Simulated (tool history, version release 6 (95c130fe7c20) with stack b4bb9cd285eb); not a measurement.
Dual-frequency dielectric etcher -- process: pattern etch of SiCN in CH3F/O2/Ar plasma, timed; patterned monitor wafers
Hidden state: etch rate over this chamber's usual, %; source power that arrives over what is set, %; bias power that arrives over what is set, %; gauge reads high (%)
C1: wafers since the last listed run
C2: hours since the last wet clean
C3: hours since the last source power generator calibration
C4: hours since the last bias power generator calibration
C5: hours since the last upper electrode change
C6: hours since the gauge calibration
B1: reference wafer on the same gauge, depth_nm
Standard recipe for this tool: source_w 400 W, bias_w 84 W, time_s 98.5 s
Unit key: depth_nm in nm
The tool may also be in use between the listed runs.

run 1 day=0.000 | source_w=400 bias_w=84 time_s=98.5 | C1=0 C2=478.9 C3=2375.2 C4=1001.7 C5=3664.7 C6=356.8 | B1=44.34 | depth_nm=42.63
-- day=0.967 wet clean of the chamber
run 2 day=4.971 | source_w=400 bias_w=84 time_s=98.5 | C1=956 C2=96.1 C3=2494.5 C4=1121.0 C5=3784.0 C6=476.1 | B1=44.48 | depth_nm=42.70
run 3 day=6.858 | source_w=400 bias_w=84 time_s=98.5 | C1=451 C2=141.4 C3=2539.8 C4=1166.3 C5=3829.3 C6=521.4 | B1=44.60 | depth_nm=42.70
run 4 day=9.896 | source_w=400 bias_w=70 time_s=98.5 | C1=725 C2=214.3 C3=2612.7 C4=1239.2 C5=3902.2 C6=594.3 | B1=44.64 | depth_nm=39.11
run 5 day=13.542 | source_w=400 bias_w=70 time_s=98.5 | C1=871 C2=301.8 C3=2700.2 C4=1326.7 C5=3989.7 C6=681.8 | B1=44.78 | depth_nm=39.89
run 6 day=15.729 | source_w=400 bias_w=70 time_s=98.5 | C1=522 C2=354.3 C3=2752.7 C4=1379.2 C5=4042.2 C6=734.3 | B1=44.87 | depth_nm=39.89
run 7 day=19.012 | source_w=400 bias_w=84 time_s=98.5 | C1=784 C2=433.1 C3=2831.5 C4=1458.0 C5=4121.0 C6=813.1 | B1=44.83 | depth_nm=42.66
-- day=21.217 wet clean of the chamber
run 8 day=21.833 | source_w=400 bias_w=84 time_s=98.5 | C1=435 C2=14.8 C3=2899.2 C4=1525.7 C5=4188.7 C6=880.8 | B1=44.87 | depth_nm=43.03
-- day=22.658 bias power generator calibrated
-- day=26.500 upper electrode replaced
run 9 day=33.262 | source_w=340 bias_w=94 time_s=98.5 | C1=2452 C2=289.1 C3=3173.5 C4=254.5 C5=162.3 C6=1155.1 | B1=45.00 | depth_nm=42.55
-- day=40.071 wet clean of the chamber
run 10 day=40.092 | source_w=340 bias_w=94 time_s=98.5 | C1=1392 C2=0.5 C3=3337.4 C4=418.4 C5=326.2 C6=1319.0 | B1=45.03 | depth_nm=42.19
-- day=40.933 gauge calibrated
run 11 day=42.388 | source_w=340 bias_w=94 time_s=98.5 | C1=548 C2=55.6 C3=3392.5 C4=473.5 C5=381.3 C6=34.9 | B1=43.06 | depth_nm=40.43
run 12 day=45.354 | source_w=400 bias_w=84 time_s=98.5 | C1=708 C2=126.8 C3=3463.7 C4=544.7 C5=452.5 C6=106.1 | B1=43.39 | depth_nm=41.71
run 13 day=47.817 | source_w=340 bias_w=94 time_s=98.5 | C1=588 C2=185.9 C3=3522.8 C4=603.8 C5=511.6 C6=165.2 | B1=43.50 | depth_nm=40.76
-- day=48.029 source power generator calibrated
run 14 day=50.438 | source_w=440 bias_w=96 time_s=122.0 | C1=586 C2=248.8 C3=57.8 C4=666.7 C5=574.5 C6=228.1 | B1=43.71 | depth_nm=57.28
run 15 day=52.858 | source_w=310 bias_w=68 time_s=126.5 | C1=578 C2=306.9 C3=115.9 C4=724.8 C5=632.6 C6=286.2 | B1=43.84 | depth_nm=44.07
run 16 day=56.721 | source_w=480 bias_w=100 time_s=116.0 | C1=922 C2=399.6 C3=208.6 C4=817.5 C5=725.3 C6=378.9 | B1=43.98 | depth_nm=58.17
run 17 day=59.383 | source_w=340 bias_w=94 time_s=98.5 | C1=636 C2=463.5 C3=272.5 C4=881.4 C5=789.2 C6=442.8 | B1=44.09 | depth_nm=41.55
-- day=61.717 wet clean of the chamber
run 18 day=63.400 | source_w=400 bias_w=97 time_s=81.5 | C1=720 C2=40.4 C3=368.9 C4=977.8 C5=885.6 C6=539.2 | B1=44.32 | depth_nm=37.23
run 19 day=67.346 | source_w=500 bias_w=99 time_s=108.5 | C1=942 C2=135.1 C3=463.6 C4=1072.5 C5=980.3 C6=633.9 | B1=44.46 | depth_nm=56.17
run 20 day=69.721 | source_w=480 bias_w=67 time_s=114.0 | C1=567 C2=192.1 C3=520.6 C4=1129.5 C5=1037.3 C6=690.9 | B1=44.45 | depth_nm=48.49
run 21 day=71.746 | source_w=480 bias_w=64 time_s=118.0 | C1=483 C2=240.7 C3=569.2 C4=1178.1 C5=1085.9 C6=739.5 | B1=44.40 | depth_nm=48.95
run 22 day=74.567 | source_w=450 bias_w=65 time_s=116.0 | C1=674 C2=308.4 C3=636.9 C4=1245.8 C5=1153.6 C6=807.2 | B1=44.48 | depth_nm=47.14

Predict each of these 5 candidate next runs independently; none follows another, all start after run 22:
run A day=74.583 | source_w=400 bias_w=84 time_s=98.5 | C1=3 C2=308.8 C3=637.3 C4=1246.2 C5=1154.0 C6=807.6 | B1=? | depth_nm=?
run B day=74.583 | source_w=330 bias_w=64 time_s=126.0 | C1=3 C2=308.8 C3=637.3 C4=1246.2 C5=1154.0 C6=807.6 | B1=? | depth_nm=?
run C day=74.583 | source_w=400 bias_w=84 time_s=79.5 | C1=3 C2=308.8 C3=637.3 C4=1246.2 C5=1154.0 C6=807.6 | B1=? | depth_nm=?
run D day=74.583 | source_w=490 bias_w=69 time_s=128.0 | C1=3 C2=308.8 C3=637.3 C4=1246.2 C5=1154.0 C6=807.6 | B1=? | depth_nm=?
run E day=74.583 | source_w=440 bias_w=77 time_s=110.0 | C1=3 C2=308.8 C3=637.3 C4=1246.2 C5=1154.0 C6=807.6 | B1=? | depth_nm=?

run=A B1=44.55 depth_nm=42.33
run=B B1=44.55 depth_nm=43.83
run=C B1=44.55 depth_nm=34.16
run=D B1=44.55 depth_nm=55.16
run=E B1=44.55 depth_nm=47.44
Without the tool's hidden state the same runs would have given:
run=A depth_nm=40.87
run=B depth_nm=42.32
run=C depth_nm=32.99
run=D depth_nm=53.26
run=E depth_nm=45.81

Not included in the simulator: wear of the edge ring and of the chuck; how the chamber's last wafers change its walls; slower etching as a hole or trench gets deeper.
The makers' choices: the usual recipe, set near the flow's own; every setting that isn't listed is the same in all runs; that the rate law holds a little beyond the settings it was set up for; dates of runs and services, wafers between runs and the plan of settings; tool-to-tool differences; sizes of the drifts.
